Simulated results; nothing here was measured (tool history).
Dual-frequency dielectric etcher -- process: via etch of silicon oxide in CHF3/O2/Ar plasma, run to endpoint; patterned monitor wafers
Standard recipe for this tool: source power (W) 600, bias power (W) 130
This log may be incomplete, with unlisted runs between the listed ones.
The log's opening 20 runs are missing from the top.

run	day	source power (W)	bias power (W)	wafers since the last listed run	hours since the last wet clean	hours since the last source power generator calibration	hours since the last bias power generator calibration	hours since the last upper electrode change	incoming incoming film thickness, nm	endpoint time (s)
21	28.296	730	120	92	272.6	459.5	375.2	183.1	433.7	254.7
# day 31.012: wet clean of the chamber
22	31.042	490	160	256	0.7	525.4	441.1	249	434.1	263.9
23	31.8	600	130	111	18.9	543.6	459.3	267.2	433.3	258.9
24	32.933	600	143	166	46.1	570.8	486.5	294.4	438.6	258.7
25	33.696	680	99	112	64.4	589.1	504.8	312.7	434.7	264.5
26	34.617	490	102	135	86.5	611.2	526.9	334.8	431.1	288.4
27	35.304	600	130	101	103	627.7	543.4	351.3	432.8	261.7
28	36.262	560	107	140	126	650.7	566.4	374.3	433.2	278.9
29	39.367	480	120	456	200.5	725.2	640.9	448.8	435	288.5
30	40.167	600	119	117	219.7	744.4	660.1	468	434.8	270.6
31	41.138	600	159	142	243	767.7	683.4	491.3	431.3	254.1
32	41.692	500	121	81	256.3	781	696.7	504.6	437.2	287.9
33	43.117	600	130	209	290.5	815.2	730.9	538.8	433.7	266.1
34	44.425	520	151	192	321.9	846.6	762.3	570.2	433.8	269.8

Below are 5 alternative next runs, each starting from the tool's condition after run 34. Predict each:
A	44.446	750	130	3	322.4	847.1	762.8	570.7	431.2	?
B	44.446	660	104	3	322.4	847.1	762.8	570.7	431.2	?
C	44.446	490	138	3	322.4	847.1	762.8	570.7	431.2	?
D	44.446	500	99	3	322.4	847.1	762.8	570.7	431.2	?
E	44.446	650	157	3	322.4	847.1	762.8	570.7	431.2	?

run	endpoint time (s)
A	247.2
B	267.9
C	278.8
D	294.3
E	249.3
With the hidden condition removed and each run's random variation left untouched, the same runs would have given:
run	endpoint time (s)
A	240.9
B	261.1
C	271.7
D	286.9
E	243
